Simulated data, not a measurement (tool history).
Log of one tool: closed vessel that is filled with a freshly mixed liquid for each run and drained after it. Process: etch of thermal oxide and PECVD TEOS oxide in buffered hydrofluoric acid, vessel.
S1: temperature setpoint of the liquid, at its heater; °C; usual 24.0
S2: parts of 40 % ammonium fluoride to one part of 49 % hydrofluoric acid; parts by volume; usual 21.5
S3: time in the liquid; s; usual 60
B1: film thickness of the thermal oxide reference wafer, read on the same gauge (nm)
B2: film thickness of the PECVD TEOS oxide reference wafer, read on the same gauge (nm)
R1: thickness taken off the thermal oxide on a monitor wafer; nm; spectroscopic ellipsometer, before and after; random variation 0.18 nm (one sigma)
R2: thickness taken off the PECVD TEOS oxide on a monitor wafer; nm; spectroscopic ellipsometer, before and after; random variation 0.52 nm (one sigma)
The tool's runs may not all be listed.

run	hour	S1	S2	S3	B1	B2	R1	R2
1	0.0	24.0	21.5	60	58.43	106.99	33.74	70.97
2	24.4	24.0	21.5	60	58.27	106.81	33.70	71.43
3	41.4	24.0	21.5	60	58.17	106.66	33.63	70.32
4	57.3	24.0	21.5	60	58.14	106.53	33.51	69.90
5	86.0	24.0	21.5	60	58.01	106.32	33.29	71.33
6	104.3	24.0	21.5	60	57.87	106.17	33.56	70.04
7	132.9	27.0	26.5	60	57.72	105.94	34.02	71.23
# hour 140.9: gauge calibrated
8	151.1	28.5	21.5	70	59.71	109.49	51.30	107.46
9	184.1	24.0	21.5	60	59.71	109.47	34.30	72.18
10	213.1	24.0	21.5	60	59.76	109.48	34.52	72.65
11	237.1	28.5	26.5	35	59.69	109.43	22.15	46.27
12	255.5	28.5	21.5	80	59.68	109.43	58.81	122.76
13	284.7	21.5	14.5	80	59.69	109.38	57.85	119.71
# hour 292.6: thermometer replaced
# hour 317.7: hydrofluoric acid flow meter replaced
14	320.5	25.5	21.5	50	59.57	109.36	31.12	65.82
15	349.5	24.0	21.5	30	59.63	109.30	17.24	36.14
16	375.0	20.5	21.5	35	59.57	109.21	16.62	34.83
17	398.4	26.5	21.5	50	59.58	109.19	32.77	69.19
18	423.6	25.5	15.5	35	59.54	109.12	29.62	61.50
19	446.6	26.0	28.5	30	59.51	109.09	15.88	33.29
20	534.9	24.0	21.5	60	59.32	108.80	34.16	72.34

Forecast run 21:
21	558.9	24.0	21.5	60	?	?	?	?

Run 21 gave B1 59.30, B2 108.72, R1 34.49 nm, R2 72.58 nm.
Without the tool's hidden state the same run would have given R1 34.90 nm, R2 73.45 nm.
